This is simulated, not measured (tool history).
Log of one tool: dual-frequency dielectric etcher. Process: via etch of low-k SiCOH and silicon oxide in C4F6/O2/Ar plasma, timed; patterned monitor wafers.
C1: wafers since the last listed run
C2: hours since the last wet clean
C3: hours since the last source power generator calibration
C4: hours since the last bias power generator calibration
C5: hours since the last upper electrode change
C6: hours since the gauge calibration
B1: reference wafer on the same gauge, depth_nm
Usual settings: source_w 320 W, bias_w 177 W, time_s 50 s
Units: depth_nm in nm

{"run": 1, "hour": 0.0, "source_w": 320, "bias_w": 186, "time_s": 50, "C1": 0, "C2": 0.5, "C3": 2350.3, "C4": 1103.8, "C5": 2276, "C6": 1377.1, "B1": 125.9, "depth_nm": 119.8}
{"run": 2, "hour": 45.5, "source_w": 320, "bias_w": 186, "time_s": 50, "C1": 541, "C2": 46, "C3": 2395.8, "C4": 1149.3, "C5": 2321.5, "C6": 1422.6, "B1": 126, "depth_nm": 121.3}
{"run": 3, "hour": 101.8, "source_w": 320, "bias_w": 177, "time_s": 50, "C1": 670, "C2": 102.3, "C3": 2452.1, "C4": 1205.6, "C5": 2377.8, "C6": 1478.9, "B1": 126, "depth_nm": 117.8}
{"run": 4, "hour": 150.9, "source_w": 320, "bias_w": 177, "time_s": 50, "C1": 584, "C2": 151.4, "C3": 2501.2, "C4": 1254.7, "C5": 2426.9, "C6": 1528, "B1": 125.9, "depth_nm": 117.8}
{"run": 5, "hour": 227.0, "source_w": 320, "bias_w": 177, "time_s": 50, "C1": 906, "C2": 227.5, "C3": 2577.3, "C4": 1330.8, "C5": 2503, "C6": 1604.1, "B1": 126, "depth_nm": 118.1}
{"run": 6, "hour": 287.4, "source_w": 320, "bias_w": 177, "time_s": 50, "C1": 719, "C2": 287.9, "C3": 2637.7, "C4": 1391.2, "C5": 2563.4, "C6": 1664.5, "B1": 125.9, "depth_nm": 118.5}
{"run": 7, "hour": 341.6, "source_w": 290, "bias_w": 177, "time_s": 50, "C1": 645, "C2": 342.1, "C3": 2691.9, "C4": 1445.4, "C5": 2617.6, "C6": 1718.7, "B1": 126, "depth_nm": 113.4}
{"run": 8, "hour": 422.2, "source_w": 290, "bias_w": 177, "time_s": 50, "C1": 959, "C2": 422.7, "C3": 2772.5, "C4": 1526, "C5": 2698.2, "C6": 1799.3, "B1": 126, "depth_nm": 111.9}
{"hour": 575.4, "done": "wet clean of the chamber"}
{"run": 9, "hour": 737.1, "source_w": 360, "bias_w": 177, "time_s": 50, "C1": 3463, "C2": 161.7, "C3": 3087.4, "C4": 1840.9, "C5": 3013.1, "C6": 2114.2, "B1": 126, "depth_nm": 123.7}
{"hour": 768.9, "done": "source power generator calibrated"}
{"hour": 810.2, "done": "gauge calibrated"}
{"run": 10, "hour": 840.9, "source_w": 320, "bias_w": 177, "time_s": 62, "C1": 1188, "C2": 265.5, "C3": 72, "C4": 1944.7, "C5": 3116.9, "C6": 30.7, "B1": 125.8, "depth_nm": 149.8}
{"run": 11, "hour": 893.2, "source_w": 320, "bias_w": 177, "time_s": 62, "C1": 622, "C2": 317.8, "C3": 124.3, "C4": 1997, "C5": 3169.2, "C6": 83, "B1": 126, "depth_nm": 148.6}
{"run": 12, "hour": 962.1, "source_w": 320, "bias_w": 158, "time_s": 50, "C1": 820, "C2": 386.7, "C3": 193.2, "C4": 2065.9, "C5": 3238.1, "C6": 151.9, "B1": 126, "depth_nm": 117.7}
{"run": 13, "hour": 1011.0, "source_w": 360, "bias_w": 177, "time_s": 50, "C1": 582, "C2": 435.6, "C3": 242.1, "C4": 2114.8, "C5": 3287, "C6": 200.8, "B1": 126, "depth_nm": 127.4}
{"run": 14, "hour": 1093.3, "source_w": 320, "bias_w": 177, "time_s": 55, "C1": 980, "C2": 517.9, "C3": 324.4, "C4": 2197.1, "C5": 3369.3, "C6": 283.1, "B1": 126, "depth_nm": 132.4}
{"hour": 1134.7, "done": "wet clean of the chamber"}
{"run": 15, "hour": 1152.3, "source_w": 280, "bias_w": 207, "time_s": 36, "C1": 416, "C2": 17.6, "C3": 383.4, "C4": 2256.1, "C5": 3428.3, "C6": 342.1, "B1": 126, "depth_nm": 84.1}
{"run": 16, "hour": 1190.0, "source_w": 340, "bias_w": 177, "time_s": 63, "C1": 448, "C2": 55.3, "C3": 421.1, "C4": 2293.8, "C5": 3466, "C6": 379.8, "B1": 126.1, "depth_nm": 157.4}
{"hour": 1268.9, "done": "upper electrode replaced"}
{"run": 17, "hour": 1269.4, "source_w": 390, "bias_w": 211, "time_s": 55, "C1": 659, "C2": 134.7, "C3": 500.5, "C4": 2373.2, "C5": 0.5, "C6": 459.2, "B1": 126.1, "depth_nm": 150.9}
{"run": 18, "hour": 1314.0, "source_w": 320, "bias_w": 142, "time_s": 35.5, "C1": 531, "C2": 179.3, "C3": 545.1, "C4": 2417.8, "C5": 45.1, "C6": 503.8, "B1": 126, "depth_nm": 82.4}
{"run": 19, "hour": 1390.9, "source_w": 250, "bias_w": 177, "time_s": 50, "C1": 915, "C2": 256.2, "C3": 622, "C4": 2494.7, "C5": 122, "C6": 580.7, "B1": 126, "depth_nm": 106.9}
{"run": 20, "hour": 1490.8, "source_w": 320, "bias_w": 177, "time_s": 50, "C1": 1189, "C2": 356.1, "C3": 721.9, "C4": 2594.6, "C5": 221.9, "C6": 680.6, "B1": 126, "depth_nm": 120.2}
{"run": 21, "hour": 1544.3, "source_w": 380, "bias_w": 216, "time_s": 60.5, "C1": 637, "C2": 409.6, "C3": 775.4, "C4": 2648.1, "C5": 275.4, "C6": 734.1, "B1": 126.1, "depth_nm": 165.4}
{"run": 22, "hour": 1593.7, "source_w": 320, "bias_w": 177, "time_s": 56, "C1": 588, "C2": 459, "C3": 824.8, "C4": 2697.5, "C5": 324.8, "C6": 783.5, "B1": 126, "depth_nm": 136.8}
{"hour": 1617.0, "done": "bias power generator calibrated"}
{"run": 23, "hour": 1646.9, "source_w": 320, "bias_w": 177, "time_s": 62, "C1": 585, "C2": 512.2, "C3": 878, "C4": 29.9, "C5": 378, "C6": 836.7, "B1": 126, "depth_nm": 149.9}
{"hour": 1695.2, "done": "wet clean of the chamber"}
{"run": 24, "hour": 1695.7, "source_w": 320, "bias_w": 177, "time_s": 50, "C1": 295, "C2": 0.5, "C3": 926.8, "C4": 78.7, "C5": 426.8, "C6": 885.5, "B1": 126, "depth_nm": 121.1}
{"run": 25, "hour": 1779.6, "source_w": 320, "bias_w": 177, "time_s": 50, "C1": 999, "C2": 84.4, "C3": 1010.7, "C4": 162.6, "C5": 510.7, "C6": 969.4, "B1": 126, "depth_nm": 120.5}
{"run": 26, "hour": 1865.1, "source_w": 320, "bias_w": 153, "time_s": 50, "C1": 1018, "C2": 169.9, "C3": 1096.2, "C4": 248.1, "C5": 596.2, "C6": 1054.9, "B1": 126.2, "depth_nm": 117.6}
{"run": 27, "hour": 1914.5, "source_w": 320, "bias_w": 163, "time_s": 50, "C1": 588, "C2": 219.3, "C3": 1145.6, "C4": 297.5, "C5": 645.6, "C6": 1104.3, "B1": 125.9, "depth_nm": 117.4}
{"run": 28, "hour": 1989.1, "source_w": 350, "bias_w": 203, "time_s": 42.5, "C1": 888, "C2": 293.9, "C3": 1220.2, "C4": 372.1, "C5": 720.2, "C6": 1178.9, "B1": 126, "depth_nm": 109.9}
{"run": 29, "hour": 2052.7, "source_w": 290, "bias_w": 134, "time_s": 60.5, "C1": 757, "C2": 357.5, "C3": 1283.8, "C4": 435.7, "C5": 783.8, "C6": 1242.5, "B1": 125.9, "depth_nm": 131.8}
{"run": 30, "hour": 2132.0, "source_w": 320, "bias_w": 177, "time_s": 50, "C1": 944, "C2": 436.8, "C3": 1363.1, "C4": 515, "C5": 863.1, "C6": 1321.8, "B1": 126, "depth_nm": 120.3}

The same runs without the tool's hidden state, with the same run-to-run variation:
The hidden state here: etch rate over this chamber's usual, %; source power that arrives over what is set, %; bias power that arrives over what is set, %; gauge reads high (%).
run=1 depth_nm=121.7
run=2 depth_nm=123.3
run=3 depth_nm=119.9
run=4 depth_nm=119.9
run=5 depth_nm=120.4
run=6 depth_nm=120.9
run=7 depth_nm=115.7
run=8 depth_nm=114.3
run=9 depth_nm=127.1
run=10 depth_nm=149.7
run=11 depth_nm=148.5
run=12 depth_nm=117.7
run=13 depth_nm=127.3
run=14 depth_nm=132.4
run=15 depth_nm=84.1
run=16 depth_nm=157.4
run=17 depth_nm=150.9
run=18 depth_nm=82.4
run=19 depth_nm=106.9
run=20 depth_nm=120.3
run=21 depth_nm=165.6
run=22 depth_nm=137
run=23 depth_nm=150.1
run=24 depth_nm=121.3
run=25 depth_nm=120.7
run=26 depth_nm=117.9
run=27 depth_nm=117.7
run=28 depth_nm=110.3
run=29 depth_nm=132.3
run=30 depth_nm=120.8
